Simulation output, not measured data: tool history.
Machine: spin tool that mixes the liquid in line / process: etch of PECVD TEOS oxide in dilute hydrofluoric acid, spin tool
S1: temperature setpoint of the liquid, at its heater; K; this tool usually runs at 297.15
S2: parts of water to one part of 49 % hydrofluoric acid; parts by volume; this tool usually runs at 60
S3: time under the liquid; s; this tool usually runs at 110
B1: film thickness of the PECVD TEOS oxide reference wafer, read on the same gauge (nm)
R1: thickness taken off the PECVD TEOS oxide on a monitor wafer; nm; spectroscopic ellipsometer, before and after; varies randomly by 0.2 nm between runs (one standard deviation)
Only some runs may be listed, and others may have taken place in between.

run,hour,S1,S2,S3,B1,R1
1,0,297.15,60,110,100.01,55.57
2,49,297.15,45,110,99.99,76.21
3,73.1,297.15,45,110,100.02,75.49
4,111.3,297.15,45,110,99.97,76.04
5,179,297.15,60,110,100.01,55.81
6,248.5,297.15,60,110,99.99,56.1
7,305.5,297.15,60,110,100,56.1
8,337.5,297.15,60,70,99.98,35.5
9,363.5,297.15,60,110,99.99,56.24
10,411.3,297.15,60,110,100.01,56.5
11,543.8,297.15,60,110,99.98,56.21
12,588.9,300.15,35,110,100.02,112.32
13,620.3,297.15,60,110,99.97,56.13
14,649,293.65,75,70,100.01,24.41
15,717.1,297.15,60,70,99.97,36.03
16,769,299.65,90,155,99.98,56.22
17,795.2,297.15,50,145,100.01,90.87
18,829.2,300.65,60,110,99.97,65.03
19,892.2,297.15,80,110,99.99,39.81
20,962.4,297.15,60,110,100.02,54.87
21,1088.5,295.65,45,90,99.98,57.15
22,1159.8,299.15,60,110,99.99,59.33
23,1191,299.65,75,110,100.02,47.34
24,1228.9,297.15,80,75,99.99,27.34
25,1273.6,300.65,60,110,100.01,62.91
26,1332.8,294.65,60,110,100,49.03
27,1379.1,297.15,60,110,100,54.65
28,1404.7,297.15,60,110,99.95,54.87
29,1435.2,294.65,70,110,100.02,42.08
30,1496.3,297.15,60,110,100.01,55.39
31,1530,297.15,60,110,100,54.89
32,1595.8,292.65,60,45,99.98,18.71

Between the runs listed above, the log contained 3 entries, not reproduced here. Where in the sequence does each belong, and how does what the log doesn't record of the tool's condition differ from the listed run before to the listed run after?
From run 7 to run 8: gauge calibrated (hour 332.6)
  liquid hotter than its thermometer reads (K): 0.811 -> 0.822
  difference, measured minus the result without the unlogged condition, R1: +1.82 -> +1.16 nm
From run 10 to run 11: hydrofluoric acid flow meter replaced (hour 503.9)
  liquid hotter than its thermometer reads (K): 0.847 -> 0.892
  difference, measured minus the result without the unlogged condition, R1: +1.92 -> +1.99 nm
From run 18 to run 19: thermometer replaced (hour 859.6)
  liquid hotter than its thermometer reads (K): 0.989 -> 0.113
  difference, measured minus the result without the unlogged condition, R1: +2.49 -> +0.17 nm
